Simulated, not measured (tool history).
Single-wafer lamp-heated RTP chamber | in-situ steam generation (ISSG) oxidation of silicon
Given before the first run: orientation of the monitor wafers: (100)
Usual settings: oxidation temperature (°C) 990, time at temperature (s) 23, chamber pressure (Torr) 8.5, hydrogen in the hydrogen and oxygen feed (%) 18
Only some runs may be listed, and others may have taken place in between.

run,hour,oxidation temperature (°C),time at temperature (s),chamber pressure (Torr),hydrogen in the hydrogen and oxygen feed (%),"read-back reference wafer on the same gauge, thickness",oxide thickness on the monitor wafer (angstrom)
1,0,976,23,8.5,18,5.425,50.18
2,46.1,990,23,8.5,18,5.431,53.11
3,117.5,990,23,8.5,18,5.427,52.99
4,420.7,990,23,8.5,18,5.433,53.24
# hour 461.3: pressure gauge zeroed
5,461.8,990,23,8.5,18,5.43,53.25
6,549.7,990,23,8.5,18,5.431,53.18
7,594,990,23,8.5,18,5.427,53.15
# hour 602.5: pyrometer window cleaned and pyrometer calibrated
8,660.9,1001,31,8.5,22,5.428,66.19
# hour 677.7: hydrogen flow controller replaced
9,743.6,1009,23,9.2,18,5.428,56.67
# hour 752.8: gauge calibrated
10,815.5,990,23,8.5,18,5.434,52.67
11,895.5,977,15,8.1,22,5.429,43.74
12,990.6,990,23,8.5,18,5.43,52.87
13,1074.9,1008,23,8.5,11,5.428,51.57
14,1178.4,990,32,8.5,18,5.43,62.43
15,1222.7,1003,23,8.5,18,5.431,56.08

Here are 3 independent what-if runs from the current tool condition. What would each one return?
A,1223.2,990,23,8.5,27,?,?
B,1223.2,983,28,8.5,23,?,?
C,1223.2,998,27,9.6,13,?,?

run,"read-back reference wafer on the same gauge, thickness",oxide thickness on the monitor wafer (angstrom)
A,5.43,58.28
B,5.43,59.82
C,5.43,55.02
The same runs, with their run-to-run variation unchanged, on a tool lacking any hidden condition would have given:
run,oxide thickness on the monitor wafer (angstrom)
A,57.21
B,58.71
C,53.93

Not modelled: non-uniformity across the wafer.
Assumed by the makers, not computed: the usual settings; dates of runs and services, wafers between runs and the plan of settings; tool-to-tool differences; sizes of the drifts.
